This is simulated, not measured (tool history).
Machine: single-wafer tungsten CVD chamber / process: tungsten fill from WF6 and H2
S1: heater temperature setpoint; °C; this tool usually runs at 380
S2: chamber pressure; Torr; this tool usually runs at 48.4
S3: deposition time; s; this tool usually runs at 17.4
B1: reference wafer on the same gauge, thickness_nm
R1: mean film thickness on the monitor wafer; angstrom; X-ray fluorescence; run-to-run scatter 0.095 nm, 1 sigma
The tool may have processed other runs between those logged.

run	day	S1	S2	S3	B1	R1
1	0.000	380	42.1	17.4	52.799	496.37
2	0.846	380	42.1	17.4	52.808	494.96
3	1.512	380	42.1	17.4	52.796	495.23
4	2.225	380	48.4	17.4	52.739	521.84
# day 3.346: capacitance manometer re-zeroed and calibrated
# day 3.404: showerhead replaced
# day 3.746: thermocouple changed; heater temperature recalibrated
5	3.767	380	48.4	17.4	52.793	481.35
6	4.483	380	48.4	17.4	52.807	482.37
# day 4.858: gauge calibrated
7	4.988	380	56.8	16.5	52.782	486.01
8	5.258	372	48.4	19.6	52.805	465.73
9	5.592	374	41.6	20.1	52.810	469.50
10	6.067	380	44.3	14.6	52.824	391.97
11	6.654	380	48.4	17.4	52.861	485.89
12	6.904	380	42.1	17.4	52.804	462.11
13	7.492	372	48.4	15.4	52.815	366.76
14	8.038	380	48.4	16.0	52.835	448.20

Predict each of these 3 candidate next runs independently; none follows another, all start after run 14:
A	8.054	380	48.4	17.4	?	?
B	8.054	373	51.9	18.7	?	?
C	8.054	395	55.2	17.4	?	?

run	B1	R1
A	52.819	489.20
B	52.819	469.85
C	52.819	682.21
The same runs, with their run-to-run variation unchanged, on a tool lacking any hidden condition would have given:
run	R1
A	472.05
B	452.82
C	659.81
